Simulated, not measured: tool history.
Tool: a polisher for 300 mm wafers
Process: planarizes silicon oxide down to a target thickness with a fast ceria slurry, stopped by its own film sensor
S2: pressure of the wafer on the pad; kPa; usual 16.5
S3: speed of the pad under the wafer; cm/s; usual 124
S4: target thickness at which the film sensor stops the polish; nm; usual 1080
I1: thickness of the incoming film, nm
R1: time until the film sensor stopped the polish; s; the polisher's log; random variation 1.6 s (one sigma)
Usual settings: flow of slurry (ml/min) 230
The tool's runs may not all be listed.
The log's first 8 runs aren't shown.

{"run": 9, "day": 7.679, "flow of slurry (ml/min)": 230, "S2": 16.5, "S3": 124, "S4": 782, "I1": 2787.8, "R1": 121.7}
{"run": 10, "day": 8.804, "flow of slurry (ml/min)": 230, "S2": 18.6, "S3": 124, "S4": 1080, "I1": 2780.9, "R1": 97.4}
{"run": 11, "day": 9.7, "flow of slurry (ml/min)": 230, "S2": 16.5, "S3": 124, "S4": 825, "I1": 2775.5, "R1": 120.8}
{"day": 11.429, "done": "worn pad replaced by a new one"}
{"run": 12, "day": 11.954, "flow of slurry (ml/min)": 230, "S2": 16.5, "S3": 124, "S4": 825, "I1": 2757.5, "R1": 118.2}
{"run": 13, "day": 13.238, "flow of slurry (ml/min)": 230, "S2": 16.5, "S3": 124, "S4": 825, "I1": 2759.8, "R1": 120.6}
{"run": 14, "day": 14.45, "flow of slurry (ml/min)": 230, "S2": 16.5, "S3": 124, "S4": 1080, "I1": 2804.8, "R1": 110.8}
{"day": 14.929, "done": "head pressure recalibrated"}
{"run": 15, "day": 15.462, "flow of slurry (ml/min)": 230, "S2": 16.5, "S3": 124, "S4": 1080, "I1": 2779.5, "R1": 116.5}
{"run": 16, "day": 16.112, "flow of slurry (ml/min)": 230, "S2": 16.5, "S3": 152, "S4": 1500, "I1": 2728.2, "R1": 73.2}
{"day": 16.6, "done": "worn pad replaced by a new one"}
{"run": 17, "day": 17.446, "flow of slurry (ml/min)": 165, "S2": 16.5, "S3": 124, "S4": 1080, "I1": 2765.8, "R1": 127.8}
{"run": 18, "day": 18.762, "flow of slurry (ml/min)": 190, "S2": 12.4, "S3": 100, "S4": 885, "I1": 2769.8, "R1": 197.2}
{"day": 19.288, "done": "slurry nozzle cleaned"}
{"run": 19, "day": 19.721, "flow of slurry (ml/min)": 160, "S2": 16.5, "S3": 124, "S4": 1080, "I1": 2742.3, "R1": 112.9}
{"run": 20, "day": 20.625, "flow of slurry (ml/min)": 230, "S2": 16.5, "S3": 124, "S4": 1080, "I1": 2804.7, "R1": 112.2}
{"run": 21, "day": 21.779, "flow of slurry (ml/min)": 230, "S2": 16.5, "S3": 124, "S4": 1080, "I1": 2813.7, "R1": 113.9}
{"day": 23.012, "done": "worn pad replaced by a new one"}
{"run": 22, "day": 23.108, "flow of slurry (ml/min)": 230, "S2": 16.5, "S3": 124, "S4": 1080, "I1": 2734.4, "R1": 107.4}
{"run": 23, "day": 24.258, "flow of slurry (ml/min)": 265, "S2": 13.1, "S3": 108, "S4": 920, "I1": 2785.4, "R1": 155.6}
{"run": 24, "day": 24.975, "flow of slurry (ml/min)": 160, "S2": 11.7, "S3": 124, "S4": 1080, "I1": 2827.1, "R1": 150.9}
{"run": 25, "day": 26.471, "flow of slurry (ml/min)": 230, "S2": 18.6, "S3": 156, "S4": 1080, "I1": 2718.7, "R1": 81.7}
{"run": 26, "day": 27.071, "flow of slurry (ml/min)": 300, "S2": 14.5, "S3": 168, "S4": 1080, "I1": 2813.8, "R1": 93.9}
{"run": 27, "day": 27.842, "flow of slurry (ml/min)": 290, "S2": 16.5, "S3": 124, "S4": 1080, "I1": 2813.3, "R1": 110.5}
{"day": 28.4, "done": "worn pad replaced by a new one"}
{"run": 28, "day": 28.829, "flow of slurry (ml/min)": 230, "S2": 16.5, "S3": 124, "S4": 1080, "I1": 2762.6, "R1": 111.7}
{"run": 29, "day": 29.433, "flow of slurry (ml/min)": 230, "S2": 16.5, "S3": 124, "S4": 1080, "I1": 2762.4, "R1": 111.5}
{"run": 30, "day": 30.388, "flow of slurry (ml/min)": 185, "S2": 16.5, "S3": 164, "S4": 1080, "I1": 2753.8, "R1": 93.1}

Forecast each of these 3 alternatives for the next run:
{"run": "A", "day": 30.408, "flow of slurry (ml/min)": 265, "S2": 16.5, "S3": 124, "S4": 1080, "I1": 2792.3, "R1": "?"}
{"run": "B", "day": 30.408, "flow of slurry (ml/min)": 205, "S2": 13.8, "S3": 108, "S4": 864, "I1": 2792.3, "R1": "?"}
{"run": "C", "day": 30.408, "flow of slurry (ml/min)": 280, "S2": 18.6, "S3": 164, "S4": 731, "I1": 2792.3, "R1": "?"}

run=A R1=112.1
run=B R1=168.0
run=C R1=97.5
Without the tool's hidden state the same runs would have given:
run=A R1=111.5
run=B R1=163.8
run=C R1=97.4
